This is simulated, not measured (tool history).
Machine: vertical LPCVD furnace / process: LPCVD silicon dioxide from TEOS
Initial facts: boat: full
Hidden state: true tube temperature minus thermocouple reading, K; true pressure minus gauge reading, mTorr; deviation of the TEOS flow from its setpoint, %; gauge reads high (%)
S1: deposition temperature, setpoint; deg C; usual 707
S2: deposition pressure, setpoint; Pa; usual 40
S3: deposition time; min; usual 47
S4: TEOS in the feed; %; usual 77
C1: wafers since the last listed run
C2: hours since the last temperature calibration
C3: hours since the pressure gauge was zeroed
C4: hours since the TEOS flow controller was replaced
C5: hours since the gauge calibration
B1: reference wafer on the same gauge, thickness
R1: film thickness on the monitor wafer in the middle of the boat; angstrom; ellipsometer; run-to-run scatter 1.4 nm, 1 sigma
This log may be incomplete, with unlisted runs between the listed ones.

run    hour   S1    S2    S3  S4    C1      C2      C3      C4      C5      B1      R1
  1       0  707    40    47  77     0    1752     421  6524.1   623.8     471  4497.2
  2    45.6  707  33.3    47  77   789  1797.6   466.6  6569.7   669.4  470.69  4098.2
       98.7  -- TEOS flow controller replaced
  3    99.2  707  33.3    47  77   512  1851.2   520.2     0.5     723  470.66  4102.5
  4   148.8  707  33.3    47  77   858  1900.8   569.8    50.1   772.6  471.18  4113.9
  5   192.8  707    40    47  77   761  1944.8   613.8    94.1   816.6  471.11  4509.1
  6   246.3  707    40    47  77   926  1998.3   667.3   147.6   870.1   471.3  4512.6
  7   316.1  707    40    47  77  1208  2068.1   737.1   217.4   939.9  471.19  4518.5
  8     343  707    40    47  77   465    2095     764   244.3   966.8  470.93  4546.2
      405.4  -- thermocouples replaced and temperature profile calibrated
  9   405.9  707    40    47  77   673     0.5   826.9   307.2  1029.7  470.92    4433
 10   448.7  716  43.3    47  82   740    43.3   869.7     350  1072.5  470.86  5840.1
      572.2  -- gauge calibrated
 11   592.9  698  35.3  28.5  77  2496   187.5  1013.9   494.2    20.7  471.41  2066.1
 12   629.1  697  47.3    52  66   626   223.7  1050.1   530.4    56.9  470.84  3933.6
 13   664.2  707    40    47  77   607   258.8  1085.2   565.5      92   470.7  4437.8
 14     699  707    34    37  71   602   293.6    1120   600.3   126.8  471.12  3116.3
 15   731.4  707    40    47  77   560     326  1152.4   632.7   159.2  471.05  4459.7
 16   760.9  696    40    47  66   510   355.5  1181.9   662.2   188.7  471.05  3212.1
 17   808.5  707    40    47  77   823   403.1  1229.5   709.8   236.3  471.19  4455.9
 18     868  701    48    47  77  1029   462.6    1289   769.3   295.8  471.16  4265.8
     1043.8  -- pressure gauge zeroed
 19  1044.3  707    48    47  77  2636   638.9     0.5   945.6   472.1  471.25  4862.7
 20  1094.7  707    40    47  77   872   689.3    50.9     996   522.5  471.49  4445.4
 21  1159.5  707    40    33  77  1121   754.1   115.7  1060.8   587.3  470.51    3121
 22  1188.8  696    40  32.5  77   507   783.4     145  1090.1   616.6  471.17  2380.9
 23  1251.8  696  33.3  31.5  77  1090   846.4     208  1153.1   679.6   471.2  2100.1
 24  1319.1  707    40    47  77  1164   913.7   275.3  1220.4   746.9  470.97  4460.4
 25  1386.3  699    40    47  77  1163   980.9   342.5  1287.6   814.1  471.02  3708.2
 26  1437.4  707    40    47  89   884    1032   393.6  1338.7   865.2   470.7  4785.2
 27  1509.3  707    40  35.5  88  1244  1103.9   465.5  1410.6   937.1  471.22  3611.8
 28  1558.6  699    40    47  77   853  1153.2   514.8  1459.9   986.4  470.88  3719.8
 29    1592  707    40    32  77   578  1186.6   548.2  1493.3  1019.8  470.95  3054.2
 30  1620.5  713    40    47  77   493  1215.1   576.7  1521.8  1048.3  470.83  5130.5
 31  1666.7  707    32    35  77   799  1261.3   622.9    1568  1094.5  470.94  2983.7

For each run, the measured value with the value that run would have given without the tool's hidden condition subtracted. The run-to-run variation is shared by both, the gauge scatter possibly not:
run      R1
  1     +94
  2   +88.4
  3   +92.2
  4     +96
  5  +108.3
  6  +112.5
  7  +118.4
  8  +121.4
  9   +24.7
 10   +35.9
 11   +21.1
 12   +37.9
 13   +49.3
 14   +40.3
 15   +56.5
 16   +43.4
 17   +64.6
 18   +62.7
 19   +45.1
 20   +43.3
 21   +32.6
 22   +26.3
 23   +24.9
 24   +55.6
 25   +50.4
 26   +67.5
 27   +54.9
 28   +60.3
 29   +50.5
 30   +86.3
 31   +54.6
